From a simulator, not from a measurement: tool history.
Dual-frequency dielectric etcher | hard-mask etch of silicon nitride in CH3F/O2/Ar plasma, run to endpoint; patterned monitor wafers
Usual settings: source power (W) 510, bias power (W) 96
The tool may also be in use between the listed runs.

| run | day | source power (W) | bias power (W) | incoming incoming film thickness, nm | endpoint time (s) |
|---|---|---|---|---|---|
| 1 | 0.000 | 580 | 87 | 52.7 | 58.1 |
| 2 | 3.796 | 510 | 96 | 52.8 | 59.0 |
| 3 | 6.779 | 510 | 96 | 52.7 | 58.2 |
| 4 | 11.104 | 510 | 96 | 52.7 | 57.5 |
| 5 | 13.733 | 510 | 96 | 52.9 | 58.4 |
| 6 | 15.929 | 510 | 96 | 52.0 | 57.2 |
| 7 | 17.858 | 510 | 96 | 52.3 | 57.0 |
| 8 | 20.388 | 510 | 96 | 52.1 | 56.7 |
|  | 22.467 | wet clean of the chamber |
| 9 | 22.875 | 510 | 96 | 52.1 | 58.7 |
|  | 27.604 | upper electrode replaced |
| 10 | 27.625 | 510 | 96 | 52.8 | 58.9 |
| 11 | 29.338 | 510 | 96 | 52.6 | 58.7 |
| 12 | 33.067 | 560 | 102 | 52.4 | 54.2 |
| 13 | 35.362 | 560 | 102 | 52.9 | 54.3 |
| 14 | 38.112 | 560 | 102 | 53.0 | 54.2 |
|  | 38.788 | bias power generator calibrated |
| 15 | 39.917 | 510 | 96 | 52.1 | 56.8 |
| 16 | 44.158 | 600 | 75 | 52.2 | 58.4 |
| 17 | 47.592 | 470 | 96 | 52.4 | 59.2 |
|  | 50.154 | wet clean of the chamber |
| 18 | 51.617 | 390 | 117 | 52.2 | 61.4 |
| 19 | 53.754 | 580 | 110 | 52.0 | 52.1 |
| 20 | 56.850 | 560 | 102 | 52.0 | 54.3 |
| 21 | 60.762 | 510 | 96 | 52.3 | 58.4 |
|  | 61.992 | source power generator calibrated |
| 22 | 63.396 | 460 | 76 | 52.4 | 66.2 |
| 23 | 65.288 | 510 | 96 | 52.6 | 57.1 |
| 24 | 69.392 | 510 | 96 | 52.5 | 56.7 |
| 25 | 71.996 | 420 | 78 | 52.8 | 67.5 |
| 26 | 73.546 | 470 | 76 | 52.2 | 64.0 |
| 27 | 75.254 | 600 | 106 | 53.0 | 50.5 |
|  | 77.000 | wet clean of the chamber |
| 28 | 78.492 | 510 | 96 | 51.6 | 57.0 |
| 29 | 85.650 | 580 | 88 | 52.3 | 56.3 |
| 30 | 89.988 | 510 | 96 | 52.1 | 56.1 |
| 31 | 93.938 | 570 | 78 | 52.5 | 59.0 |
| 32 | 95.783 | 510 | 96 | 52.2 | 55.9 |
| 33 | 99.258 | 600 | 96 | 52.4 | 52.4 |
| 34 | 101.500 | 510 | 86 | 53.0 | 59.1 |
|  | 105.342 | wet clean of the chamber |
| 35 | 105.362 | 550 | 111 | 52.2 | 53.0 |
| 36 | 108.500 | 430 | 96 | 52.3 | 63.4 |

Some steps in endpoint time (s) between neighbouring runs. How much of each would the tool show without its hidden state too (settings, what came in, random variation), and how much is left for the hidden state, with any gauge scatter that isn't in both results?
The hidden state here: etch rate over this chamber's usual, %; source power that arrives over what is set, %; bias power that arrives over what is set, %.
Run 8 -> 9: wet clean of the chamber. endpoint time (s) +2.0: hidden state +2.2, all else -0.2.
Run 17 -> 18: source power (W) 470 -> 390, bias power (W) 96 -> 117, wet clean of the chamber. endpoint time (s) +2.2: hidden state +2.8, all else -0.6.
Run 24 -> 25: source power (W) 510 -> 420, bias power (W) 96 -> 78. endpoint time (s) +10.8: hidden state -0.6, all else +11.4.
Run 26 -> 27: source power (W) 470 -> 600, bias power (W) 76 -> 106. endpoint time (s) -13.5: hidden state +0.4, all else -13.9.
Run 34 -> 35: source power (W) 510 -> 550, bias power (W) 86 -> 111, wet clean of the chamber. endpoint time (s) -6.1: hidden state +2.9, all else -9.0.
Run 35 -> 36: source power (W) 550 -> 430, bias power (W) 111 -> 96. endpoint time (s) +10.4: hidden state +0.0, all else +10.4.
